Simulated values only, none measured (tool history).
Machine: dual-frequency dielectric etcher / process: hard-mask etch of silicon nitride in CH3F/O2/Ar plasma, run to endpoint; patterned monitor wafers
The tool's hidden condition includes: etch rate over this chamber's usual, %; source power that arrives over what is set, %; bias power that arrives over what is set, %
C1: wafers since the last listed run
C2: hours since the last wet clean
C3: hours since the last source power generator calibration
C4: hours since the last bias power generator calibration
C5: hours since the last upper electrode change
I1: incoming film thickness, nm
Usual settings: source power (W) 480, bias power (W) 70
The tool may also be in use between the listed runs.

run 1 day=0.000 | source_power_(W)=480 bias_power_(W)=70 | C1=0 C2=123.5 C3=3250.8 C4=4007.6 C5=5135.9 | I1=54.2 | endpoint_time_(s)=70.1
run 2 day=1.192 | source_power_(W)=520 bias_power_(W)=79 | C1=207 C2=152.1 C3=3279.4 C4=4036.2 C5=5164.5 | I1=53.9 | endpoint_time_(s)=66.2
run 3 day=2.421 | source_power_(W)=480 bias_power_(W)=70 | C1=213 C2=181.6 C3=3308.9 C4=4065.7 C5=5194.0 | I1=53.9 | endpoint_time_(s)=70.9
-- day=2.917 source power generator calibrated
run 4 day=3.808 | source_power_(W)=480 bias_power_(W)=70 | C1=212 C2=214.9 C3=21.4 C4=4099.0 C5=5227.3 | I1=54.3 | endpoint_time_(s)=71.1
run 5 day=5.792 | source_power_(W)=570 bias_power_(W)=70 | C1=344 C2=262.5 C3=69.0 C4=4146.6 C5=5274.9 | I1=54.1 | endpoint_time_(s)=67.9
run 6 day=8.517 | source_power_(W)=570 bias_power_(W)=70 | C1=473 C2=327.9 C3=134.4 C4=4212.0 C5=5340.3 | I1=54.1 | endpoint_time_(s)=68.2
run 7 day=11.004 | source_power_(W)=570 bias_power_(W)=70 | C1=432 C2=387.6 C3=194.1 C4=4271.7 C5=5400.0 | I1=53.7 | endpoint_time_(s)=68.0
-- day=12.250 upper electrode replaced
run 8 day=12.267 | source_power_(W)=480 bias_power_(W)=65 | C1=45 C2=417.9 C3=224.4 C4=4302.0 C5=0.4 | I1=53.9 | endpoint_time_(s)=73.8
run 9 day=14.454 | source_power_(W)=480 bias_power_(W)=65 | C1=380 C2=470.4 C3=276.9 C4=4354.5 C5=52.9 | I1=53.7 | endpoint_time_(s)=73.5
-- day=15.900 wet clean of the chamber
run 10 day=17.338 | source_power_(W)=480 bias_power_(W)=65 | C1=327 C2=34.5 C3=346.1 C4=4423.7 C5=122.1 | I1=53.9 | endpoint_time_(s)=70.9
run 11 day=19.600 | source_power_(W)=480 bias_power_(W)=70 | C1=393 C2=88.8 C3=400.4 C4=4478.0 C5=176.4 | I1=53.9 | endpoint_time_(s)=69.8
run 12 day=22.221 | source_power_(W)=530 bias_power_(W)=70 | C1=455 C2=151.7 C3=463.3 C4=4540.9 C5=239.3 | I1=54.5 | endpoint_time_(s)=68.5
run 13 day=26.704 | source_power_(W)=560 bias_power_(W)=57 | C1=779 C2=259.3 C3=570.9 C4=4648.5 C5=346.9 | I1=53.7 | endpoint_time_(s)=72.1
run 14 day=28.829 | source_power_(W)=550 bias_power_(W)=70 | C1=369 C2=310.3 C3=621.9 C4=4699.5 C5=397.9 | I1=53.8 | endpoint_time_(s)=68.3
run 15 day=30.383 | source_power_(W)=480 bias_power_(W)=70 | C1=270 C2=347.6 C3=659.2 C4=4736.8 C5=435.2 | I1=53.8 | endpoint_time_(s)=71.0
-- day=33.150 wet clean of the chamber
run 16 day=33.171 | source_power_(W)=480 bias_power_(W)=70 | C1=310 C2=0.5 C3=726.1 C4=4803.7 C5=502.1 | I1=53.6 | endpoint_time_(s)=69.2
run 17 day=34.358 | source_power_(W)=560 bias_power_(W)=57 | C1=206 C2=29.0 C3=754.6 C4=4832.2 C5=530.6 | I1=53.7 | endpoint_time_(s)=70.6
run 18 day=36.412 | source_power_(W)=480 bias_power_(W)=70 | C1=357 C2=78.3 C3=803.9 C4=4881.5 C5=579.9 | I1=54.2 | endpoint_time_(s)=69.9
run 19 day=38.458 | source_power_(W)=520 bias_power_(W)=70 | C1=355 C2=127.4 C3=853.0 C4=4930.6 C5=629.0 | I1=54.2 | endpoint_time_(s)=68.8
run 20 day=39.667 | source_power_(W)=400 bias_power_(W)=61 | C1=210 C2=156.4 C3=882.0 C4=4959.6 C5=658.0 | I1=53.5 | endpoint_time_(s)=76.6
run 21 day=42.262 | source_power_(W)=530 bias_power_(W)=88 | C1=451 C2=218.7 C3=944.3 C4=5021.9 C5=720.3 | I1=53.5 | endpoint_time_(s)=62.7
-- day=43.758 bias power generator calibrated
run 22 day=44.604 | source_power_(W)=530 bias_power_(W)=84 | C1=378 C2=274.9 C3=1000.5 C4=20.3 C5=776.5 | I1=54.0 | endpoint_time_(s)=64.4
run 23 day=45.938 | source_power_(W)=370 bias_power_(W)=86 | C1=231 C2=306.9 C3=1032.5 C4=52.3 C5=808.5 | I1=53.3 | endpoint_time_(s)=69.7
run 24 day=48.433 | source_power_(W)=570 bias_power_(W)=88 | C1=433 C2=366.8 C3=1092.4 C4=112.2 C5=868.4 | I1=54.6 | endpoint_time_(s)=63.4
-- day=49.817 wet clean of the chamber
run 25 day=49.838 | source_power_(W)=590 bias_power_(W)=86 | C1=70 C2=0.5 C3=1126.1 C4=145.9 C5=902.1 | I1=53.8 | endpoint_time_(s)=60.3
run 26 day=52.538 | source_power_(W)=440 bias_power_(W)=84 | C1=469 C2=65.3 C3=1190.9 C4=210.7 C5=966.9 | I1=54.0 | endpoint_time_(s)=66.4
run 27 day=53.704 | source_power_(W)=480 bias_power_(W)=83 | C1=202 C2=93.3 C3=1218.9 C4=238.7 C5=994.9 | I1=53.8 | endpoint_time_(s)=65.3
run 28 day=56.450 | source_power_(W)=590 bias_power_(W)=81 | C1=477 C2=159.2 C3=1284.8 C4=304.6 C5=1060.8 | I1=53.6 | endpoint_time_(s)=62.2
run 29 day=58.683 | source_power_(W)=480 bias_power_(W)=70 | C1=388 C2=212.8 C3=1338.4 C4=358.2 C5=1114.4 | I1=53.8 | endpoint_time_(s)=69.7
run 30 day=60.483 | source_power_(W)=480 bias_power_(W)=70 | C1=312 C2=256.0 C3=1381.6 C4=401.4 C5=1157.6 | I1=53.7 | endpoint_time_(s)=69.9
run 31 day=63.338 | source_power_(W)=510 bias_power_(W)=85 | C1=496 C2=324.5 C3=1450.1 C4=469.9 C5=1226.1 | I1=54.3 | endpoint_time_(s)=65.6
run 32 day=65.438 | source_power_(W)=480 bias_power_(W)=65 | C1=365 C2=374.9 C3=1500.5 C4=520.3 C5=1276.5 | I1=54.1 | endpoint_time_(s)=72.8
run 33 day=66.838 | source_power_(W)=480 bias_power_(W)=70 | C1=243 C2=408.5 C3=1534.1 C4=553.9 C5=1310.1 | I1=53.9 | endpoint_time_(s)=70.7
run 34 day=69.312 | source_power_(W)=480 bias_power_(W)=70 | C1=430 C2=467.9 C3=1593.5 C4=613.3 C5=1369.5 | I1=53.8 | endpoint_time_(s)=71.5
-- day=70.675 wet clean of the chamber
run 35 day=70.879 | source_power_(W)=580 bias_power_(W)=53 | C1=98 C2=4.9 C3=1631.1 C4=650.9 C5=1407.1 | I1=54.2 | endpoint_time_(s)=72.3

For each entry between runs, how does the tool's hidden state at the last listed run before it compare with that at the first listed run after it?
From run 3 to run 4: source power generator calibrated (day 2.917)
  etch rate over this chamber's usual, %: -1.83 -> -2.09
  difference, measured minus the result without the unlogged condition, endpoint time (s): +1.3 -> +1.5
From run 7 to run 8: upper electrode replaced (day 12.250)
  etch rate over this chamber's usual, %: -3.42 -> -3.65
  difference, measured minus the result without the unlogged condition, endpoint time (s): +2.3 -> +2.7
From run 9 to run 10: wet clean of the chamber (day 15.900)
  etch rate over this chamber's usual, %: -4.06 -> 0.0121
  difference, measured minus the result without the unlogged condition, endpoint time (s): +2.9 -> +0.0
From run 15 to run 16: wet clean of the chamber (day 33.150)
  etch rate over this chamber's usual, %: -2.4 -> -0.0418
  difference, measured minus the result without the unlogged condition, endpoint time (s): +1.7 -> +0.1
From run 21 to run 22: bias power generator calibrated (day 43.758)
  etch rate over this chamber's usual, %: -1.72 -> -2.16
  difference, measured minus the result without the unlogged condition, endpoint time (s): +1.1 -> +1.4
From run 24 to run 25: wet clean of the chamber (day 49.817)
  etch rate over this chamber's usual, %: -2.86 -> 0.685
  difference, measured minus the result without the unlogged condition, endpoint time (s): +1.8 -> -0.4
From run 34 to run 35: wet clean of the chamber (day 70.675)
  etch rate over this chamber's usual, %: -2.92 -> 0.0183
  difference, measured minus the result without the unlogged condition, endpoint time (s): +2.1 -> +0.0
